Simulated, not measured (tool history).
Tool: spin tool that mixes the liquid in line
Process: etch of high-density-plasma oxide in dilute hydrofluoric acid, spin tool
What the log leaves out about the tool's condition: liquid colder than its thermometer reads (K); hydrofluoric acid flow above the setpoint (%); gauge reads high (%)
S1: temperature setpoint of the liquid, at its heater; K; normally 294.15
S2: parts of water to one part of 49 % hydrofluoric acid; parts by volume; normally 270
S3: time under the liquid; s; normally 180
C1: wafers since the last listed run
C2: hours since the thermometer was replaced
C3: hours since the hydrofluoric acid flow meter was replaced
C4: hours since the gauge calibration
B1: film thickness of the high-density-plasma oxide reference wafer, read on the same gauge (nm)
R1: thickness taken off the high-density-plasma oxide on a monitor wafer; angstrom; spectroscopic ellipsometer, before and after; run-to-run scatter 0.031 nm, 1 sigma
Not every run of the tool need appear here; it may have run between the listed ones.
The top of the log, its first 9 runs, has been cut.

run,day,S1,S2,S3,C1,C2,C3,C4,B1,R1
# day 18.912: hydrofluoric acid flow meter replaced
10,19.896,294.15,270,180,400,1325.6,23.6,864.8,150.075,35.90
# day 20.096: thermometer replaced
11,22.392,294.15,270,180,564,55.1,83.5,924.7,149.951,35.76
# day 22.975: gauge calibrated
12,23.858,294.15,270,180,337,90.3,118.7,21.2,150.009,35.72
13,24.917,290.65,170,110,243,115.7,144.1,46.6,149.974,33.75
14,27.638,290.15,270,145,626,181.0,209.4,111.9,149.977,24.99
15,29.308,294.15,270,180,384,221.1,249.5,152.0,149.969,36.23
16,30.817,290.15,150,100,347,257.3,285.7,188.2,150.048,34.85
17,32.592,294.15,355,135,408,299.9,328.3,230.8,149.986,18.93
18,34.800,294.15,270,80,508,352.9,381.3,283.8,150.035,16.16
19,36.833,292.65,270,110,468,401.7,430.1,332.6,149.986,20.89
20,39.812,292.15,270,265,685,473.2,501.6,404.1,149.998,49.26
21,41.875,295.65,320,230,474,522.7,551.1,453.6,149.986,39.23
22,43.504,298.15,270,180,375,561.8,590.2,492.7,149.989,41.53
23,46.292,294.15,270,180,641,628.7,657.1,559.6,149.992,36.87
24,48.004,299.15,270,180,394,669.8,698.2,600.7,149.996,43.11
25,49.279,294.15,270,180,293,700.4,728.8,631.3,149.990,36.51
26,50.946,295.65,270,180,383,740.4,768.8,671.3,149.985,39.23
27,52.438,294.15,270,180,343,776.2,804.6,707.1,150.003,36.56
28,54.204,294.15,185,235,406,818.6,847.0,749.5,150.014,75.48
29,55.821,295.65,270,180,372,857.4,885.8,788.3,150.014,38.93
30,56.829,294.15,375,285,232,881.6,910.0,812.5,150.026,38.54
31,58.050,298.15,400,180,281,910.9,939.3,841.8,150.059,25.42
32,60.908,291.65,400,180,657,979.5,1007.9,910.4,149.974,20.41

Here are 4 independent what-if runs from the current tool condition. What would each one return?
A,60.929,290.15,270,180,4,980.0,1008.4,910.9,?,?
B,60.929,298.65,360,230,4,980.0,1008.4,910.9,?,?
C,60.929,297.15,315,90,4,980.0,1008.4,910.9,?,?
D,60.929,294.15,390,180,4,980.0,1008.4,910.9,?,?

run,B1,R1
A,149.988,31.75
B,149.988,38.09
C,149.988,16.89
D,149.988,23.01
What these runs would have given with no unlogged condition in the tool:
run,R1
A,30.70
B,36.72
C,16.30
D,22.19

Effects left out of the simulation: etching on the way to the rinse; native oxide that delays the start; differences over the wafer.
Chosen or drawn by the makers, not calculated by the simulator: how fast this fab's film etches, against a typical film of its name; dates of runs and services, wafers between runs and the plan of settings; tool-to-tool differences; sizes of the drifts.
